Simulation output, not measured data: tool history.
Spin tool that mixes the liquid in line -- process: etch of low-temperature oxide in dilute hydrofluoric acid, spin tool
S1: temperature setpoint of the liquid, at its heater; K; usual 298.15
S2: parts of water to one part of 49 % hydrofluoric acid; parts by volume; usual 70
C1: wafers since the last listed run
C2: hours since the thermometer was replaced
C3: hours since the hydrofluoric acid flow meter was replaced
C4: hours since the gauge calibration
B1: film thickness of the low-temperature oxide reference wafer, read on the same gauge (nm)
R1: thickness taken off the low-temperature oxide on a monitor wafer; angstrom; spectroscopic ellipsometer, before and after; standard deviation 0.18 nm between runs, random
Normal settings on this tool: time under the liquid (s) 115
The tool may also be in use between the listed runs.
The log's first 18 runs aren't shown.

run 19 hour=1218.4 | S1=302.65 S2=70 time_under_the_liquid_(s)=115 | C1=847 C2=433.8 C3=616.4 C4=516.5 | B1=119.98 | R1=340.9
run 20 hour=1321.6 | S1=294.65 S2=70 time_under_the_liquid_(s)=115 | C1=1251 C2=537 C3=719.6 C4=619.7 | B1=119.97 | R1=246.4
run 21 hour=1363.4 | S1=296.65 S2=70 time_under_the_liquid_(s)=115 | C1=506 C2=578.8 C3=761.4 C4=661.5 | B1=119.99 | R1=266.9
run 22 hour=1404.3 | S1=295.65 S2=105 time_under_the_liquid_(s)=160 | C1=495 C2=619.7 C3=802.3 C4=702.4 | B1=120.03 | R1=229
run 23 hour=1445.7 | S1=298.15 S2=85 time_under_the_liquid_(s)=70 | C1=501 C2=661.1 C3=843.7 C4=743.8 | B1=120.01 | R1=138
-- hour=1468.9 thermometer replaced
run 24 hour=1487.8 | S1=298.15 S2=45 time_under_the_liquid_(s)=115 | C1=498 C2=18.9 C3=885.8 C4=785.9 | B1=119.97 | R1=460.3
run 25 hour=1595.3 | S1=298.15 S2=70 time_under_the_liquid_(s)=115 | C1=1303 C2=126.4 C3=993.3 C4=893.4 | B1=119.99 | R1=283
run 26 hour=1699.5 | S1=298.15 S2=100 time_under_the_liquid_(s)=85 | C1=1263 C2=230.6 C3=1097.5 C4=997.6 | B1=120 | R1=143.6
run 27 hour=1772.8 | S1=302.15 S2=105 time_under_the_liquid_(s)=175 | C1=888 C2=303.9 C3=1170.8 C4=1070.9 | B1=119.98 | R1=321.8
run 28 hour=2002 | S1=298.15 S2=70 time_under_the_liquid_(s)=115 | C1=2778 C2=533.1 C3=1400 C4=1300.1 | B1=119.99 | R1=283.9
run 29 hour=2071.9 | S1=298.15 S2=95 time_under_the_liquid_(s)=80 | C1=847 C2=603 C3=1469.9 C4=1370 | B1=120 | R1=142.1
-- hour=2101 hydrofluoric acid flow meter replaced
run 30 hour=2115.2 | S1=302.15 S2=85 time_under_the_liquid_(s)=145 | C1=512 C2=646.3 C3=14.2 C4=1413.3 | B1=120.02 | R1=340.2
-- hour=2145.4 thermometer replaced
run 31 hour=2174.7 | S1=298.15 S2=55 time_under_the_liquid_(s)=115 | C1=709 C2=29.3 C3=73.7 C4=1472.8 | B1=120 | R1=373.3
run 32 hour=2234.7 | S1=295.15 S2=70 time_under_the_liquid_(s)=115 | C1=727 C2=89.3 C3=133.7 C4=1532.8 | B1=120 | R1=253
run 33 hour=2305 | S1=299.65 S2=55 time_under_the_liquid_(s)=145 | C1=852 C2=159.6 C3=204 C4=1603.1 | B1=119.98 | R1=495

Branching from run 33: 3 alternative next runs. What would each branch give?
run A hour=2305.4 | S1=298.15 S2=70 time_under_the_liquid_(s)=115 | C1=4 C2=160 C3=204.4 C4=1603.5 | B1=? | R1=?
run B hour=2305.4 | S1=293.15 S2=105 time_under_the_liquid_(s)=165 | C1=4 C2=160 C3=204.4 C4=1603.5 | B1=? | R1=?
run C hour=2305.4 | S1=302.65 S2=60 time_under_the_liquid_(s)=155 | C1=4 C2=160 C3=204.4 C4=1603.5 | B1=? | R1=?

run=A B1=120.02 R1=281
run=B B1=120.02 R1=210.4
run=C B1=120.02 R1=535.5
With no hidden state in the tool, these same runs would have given:
run=A R1=281
run=B R1=210.4
run=C R1=535.5
